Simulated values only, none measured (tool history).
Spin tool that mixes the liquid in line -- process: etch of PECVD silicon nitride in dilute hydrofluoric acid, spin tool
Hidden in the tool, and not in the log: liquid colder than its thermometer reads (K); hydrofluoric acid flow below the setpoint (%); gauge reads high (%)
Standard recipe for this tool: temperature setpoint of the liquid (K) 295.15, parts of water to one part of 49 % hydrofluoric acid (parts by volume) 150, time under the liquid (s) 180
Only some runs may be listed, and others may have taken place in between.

run   hour  temperature setpoint of the liquid (K)  parts of water to one part of 49 % hydrofluoric acid (parts by volume)  time under the liquid (s)  wafers since the last listed run  hours since the thermometer was replaced  hours since the hydrofluoric acid flow meter was replaced  hours since the gauge calibration  read-back film thickness of the PECVD silicon nitride reference wafer, read on the same gauge (nm)  thickness taken off the PECVD silicon nitride on a monitor wafer (nm)
  1      0                                  295.15                                                                     150                        180                                 0                                    2389.4                                                      784.2                             1091.4                                                                                              70.022                                                                  1.835
  2   16.7                                  295.15                                                                     150                        245                                70                                    2406.1                                                      800.9                             1108.1                                                                                              70.017                                                                  2.621
  3   30.4                                  295.15                                                                     150                        245                                57                                    2419.8                                                      814.6                             1121.8                                                                                              70.024                                                                  2.631
  4   62.1                                  295.15                                                                     150                        245                               133                                    2451.5                                                      846.3                             1153.5                                                                                              69.992                                                                  2.655
  5   96.1                                  293.15                                                                     150                        180                               143                                    2485.5                                                      880.3                             1187.5                                                                                              70.014                                                                  1.718
  6  110.9                                  293.15                                                                     150                        180                                62                                    2500.3                                                      895.1                             1202.3                                                                                              69.992                                                                  1.661
  7  146.3                                  295.15                                                                     150                        180                               149                                    2535.7                                                      930.5                             1237.7                                                                                              69.979                                                                  1.907
  8  159.2                                  295.15                                                                     150                        180                                54                                    2548.6                                                      943.4                             1250.6                                                                                              69.988                                                                  1.915
  9  189.5                                  295.15                                                                     150                        180                               127                                    2578.9                                                      973.7                             1280.9                                                                                              69.985                                                                  1.967
 10  218.7                                  295.15                                                                     150                        180                               123                                    2608.1                                                     1002.9                             1310.1                                                                                              70.002                                                                  1.848
 11  266.3                                  293.15                                                                     115                        180                               200                                    2655.7                                                     1050.5                             1357.7                                                                                              69.993                                                                  2.146
       269  -- gauge calibrated
 12  295.8                                  291.15                                                                      75                        140                               124                                    2685.2                                                       1080                               26.8                                                                                              69.992                                                                  2.266
 13  319.8                                  293.15                                                                     150                        180                               101                                    2709.2                                                       1104                               50.8                                                                                              70.015                                                                  1.679
 14  343.5                                  295.15                                                                     170                        180                                99                                    2732.9                                                     1127.7                               74.5                                                                                              70.001                                                                  1.643
 15  404.8                                  292.15                                                                     150                        180                               258                                    2794.2                                                       1189                              135.8                                                                                              70.005                                                                  1.596
     419.8  -- hydrofluoric acid flow meter replaced
 16  430.6                                  295.15                                                                      80                         95                               104                                      2820                                                       10.8                              161.6                                                                                              70.008                                                                   1.94
 17  458.8                                  297.15                                                                     120                        215                               118                                    2848.2                                                         39                              189.8                                                                                               70.01                                                                  3.245
 18  489.6                                  295.15                                                                     150                        180                               129                                      2879                                                       69.8                              220.6                                                                                               70.04                                                                  1.883
 19  511.2                                  293.65                                                                     100                        285                                91                                    2900.6                                                       91.4                              242.2                                                                                               70.01                                                                  4.197
 20  538.3                                  295.15                                                                     150                        180                               114                                    2927.7                                                      118.5                              269.3                                                                                              70.005                                                                   1.96
     541.3  -- thermometer replaced
 21  562.4                                  291.65                                                                      85                        235                                97                                      21.1                                                      142.6                              293.4                                                                                              70.002                                                                  3.425
 22  591.1                                  293.65                                                                     150                        115                               121                                      49.8                                                      171.3                              322.1                                                                                              70.004                                                                  1.109
 23  619.6                                  291.15                                                                      95                        145                               120                                      78.3                                                      199.8                              350.6                                                                                               69.97                                                                  1.879
 24  637.3                                  295.15                                                                     150                        180                                74                                        96                                                      217.5                              368.3                                                                                              70.004                                                                  1.949
 25  672.5                                  291.65                                                                     150                        180                               148                                     131.2                                                      252.7                              403.5                                                                                              69.981                                                                  1.516
 26  701.9                                  291.15                                                                     125                        180                               124                                     160.6                                                      282.1                              432.9                                                                                              70.009                                                                  1.737
 27  787.3                                  295.15                                                                     170                        180                               360                                       246                                                      367.5                              518.3                                                                                              69.995                                                                   1.77
 28  803.2                                  295.15                                                                     150                        180                                67                                     261.9                                                      383.4                              534.2                                                                                              70.013                                                                  1.937
 29  837.3                                  295.15                                                                      75                        140                               143                                       296                                                      417.5                              568.3                                                                                              70.009                                                                  2.915
 30  866.6                                  290.15                                                                     215                        245                               123                                     325.3                                                      446.8                              597.6                                                                                              69.987                                                                  1.287
 31    901                                  295.15                                                                     150                        180                               145                                     359.7                                                      481.2                                632                                                                                              69.995                                                                  1.909
 32  916.7                                  293.15                                                                     150                        180                                66                                     375.4                                                      496.9                              647.7                                                                                              69.982                                                                   1.67

Consider 4 possible next runs. They are alternatives, not a sequence: every one starts from the tool as it was left by run 32. What does each give?
  A  917.2                                  295.15                                                                     150                        180                                 2                                     375.9                                                      497.4                              648.2                                                                                                   ?                                                                      ?
  B  917.2                                  298.15                                                                     225                         95                                 2                                     375.9                                                      497.4                              648.2                                                                                                   ?                                                                      ?
  C  917.2                                  293.15                                                                     195                        235                                 2                                     375.9                                                      497.4                              648.2                                                                                                   ?                                                                      ?
  D  917.2                                  295.15                                                                     180                         75                                 2                                     375.9                                                      497.4                              648.2                                                                                                   ?                                                                      ?

run  read-back film thickness of the PECVD silicon nitride reference wafer, read on the same gauge (nm)  thickness taken off the PECVD silicon nitride on a monitor wafer (nm)
  A                                                                                              69.997                                                                  1.952
  B                                                                                              69.997                                                                  0.836
  C                                                                                              69.997                                                                  1.729
  D                                                                                              69.997                                                                   0.68
With the hidden condition removed and each run's random variation left untouched, the same runs would have given:
run  thickness taken off the PECVD silicon nitride on a monitor wafer (nm)
  A                                                                  1.952
  B                                                                  0.836
  C                                                                  1.729
  D                                                                   0.68
